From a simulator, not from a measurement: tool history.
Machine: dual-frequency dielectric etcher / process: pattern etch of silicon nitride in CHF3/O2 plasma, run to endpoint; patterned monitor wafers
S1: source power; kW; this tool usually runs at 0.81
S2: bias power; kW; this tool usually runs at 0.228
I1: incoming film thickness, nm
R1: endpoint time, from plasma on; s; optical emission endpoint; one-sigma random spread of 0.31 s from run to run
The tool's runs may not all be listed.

run 1 hour=0 | S1=0.81 S2=0.255 | I1=71.7 | R1=34.6
run 2 hour=12.3 | S1=0.81 S2=0.255 | I1=71.5 | R1=34.7
run 3 hour=23.5 | S1=0.81 S2=0.241 | I1=71.1 | R1=35.1
run 4 hour=41.1 | S1=0.81 S2=0.241 | I1=71.8 | R1=35.8
run 5 hour=53.3 | S1=0.7 S2=0.228 | I1=71.6 | R1=37.7
run 6 hour=70.7 | S1=0.7 S2=0.228 | I1=72.1 | R1=37.9
run 7 hour=120.1 | S1=0.81 S2=0.256 | I1=71.9 | R1=34.7
-- hour=132.1 source power generator calibrated
-- hour=151.9 upper electrode replaced
run 8 hour=161.6 | S1=0.81 S2=0.256 | I1=72.1 | R1=34.9
run 9 hour=178.3 | S1=0.68 S2=0.191 | I1=71.8 | R1=41.2
run 10 hour=189.5 | S1=0.66 S2=0.228 | I1=72.3 | R1=38.4
run 11 hour=204.1 | S1=0.66 S2=0.228 | I1=72.1 | R1=38.4
run 12 hour=210.6 | S1=0.91 S2=0.189 | I1=71.2 | R1=38.2
run 13 hour=221.2 | S1=0.94 S2=0.252 | I1=71.8 | R1=33.5
run 14 hour=237.8 | S1=0.98 S2=0.266 | I1=72 | R1=32.4
run 15 hour=244.2 | S1=0.81 S2=0.262 | I1=71.7 | R1=34
run 16 hour=252.8 | S1=0.81 S2=0.246 | I1=71.5 | R1=34.3
run 17 hour=281.7 | S1=0.93 S2=0.228 | I1=72.3 | R1=35.2
run 18 hour=296.6 | S1=0.81 S2=0.192 | I1=72.4 | R1=39.2
-- hour=318 bias power generator calibrated
-- hour=329.1 wet clean of the chamber
run 19 hour=329.6 | S1=0.66 S2=0.228 | I1=71.7 | R1=38.9
run 20 hour=329.9 | S1=0.67 S2=0.228 | I1=71.7 | R1=39.4
run 21 hour=337.8 | S1=0.81 S2=0.228 | I1=71.7 | R1=38.2
run 22 hour=354 | S1=0.81 S2=0.194 | I1=71.6 | R1=40.3
run 23 hour=366.3 | S1=0.61 S2=0.285 | I1=71.7 | R1=35.6
run 24 hour=378.9 | S1=0.91 S2=0.189 | I1=71.3 | R1=39.9
run 25 hour=389 | S1=0.74 S2=0.213 | I1=71.7 | R1=39.2
run 26 hour=401.8 | S1=0.88 S2=0.213 | I1=72 | R1=38.1
run 27 hour=416.5 | S1=0.65 S2=0.228 | I1=71.3 | R1=38.9
run 28 hour=424.4 | S1=0.94 S2=0.189 | I1=71.8 | R1=39
run 29 hour=436.5 | S1=0.88 S2=0.213 | I1=71.5 | R1=37.7
run 30 hour=448.1 | S1=0.99 S2=0.228 | I1=71.8 | R1=35.3
run 31 hour=459.6 | S1=0.81 S2=0.228 | I1=72.2 | R1=37.9
run 32 hour=473.2 | S1=0.94 S2=0.194 | I1=71.9 | R1=38.7
run 33 hour=488.7 | S1=0.97 S2=0.245 | I1=71.6 | R1=34
run 34 hour=533.1 | S1=0.67 S2=0.275 | I1=72 | R1=35.3

Forecast each of these 5 alternatives for the next run:
run A hour=533.5 | S1=0.81 S2=0.228 | I1=71.3 | R1=?
run B hour=533.5 | S1=0.81 S2=0.21 | I1=71.3 | R1=?
run C hour=533.5 | S1=0.9 S2=0.228 | I1=71.3 | R1=?
run D hour=533.5 | S1=0.63 S2=0.228 | I1=71.3 | R1=?
run E hour=533.5 | S1=0.71 S2=0.228 | I1=71.3 | R1=?

run=A R1=37.6
run=B R1=39.1
run=C R1=36.7
run=D R1=39.7
run=E R1=38.7
Without the tool's unlogged condition, the same runs would have read:
run=A R1=38.1
run=B R1=39.6
run=C R1=37.1
run=D R1=40.2
run=E R1=39.2

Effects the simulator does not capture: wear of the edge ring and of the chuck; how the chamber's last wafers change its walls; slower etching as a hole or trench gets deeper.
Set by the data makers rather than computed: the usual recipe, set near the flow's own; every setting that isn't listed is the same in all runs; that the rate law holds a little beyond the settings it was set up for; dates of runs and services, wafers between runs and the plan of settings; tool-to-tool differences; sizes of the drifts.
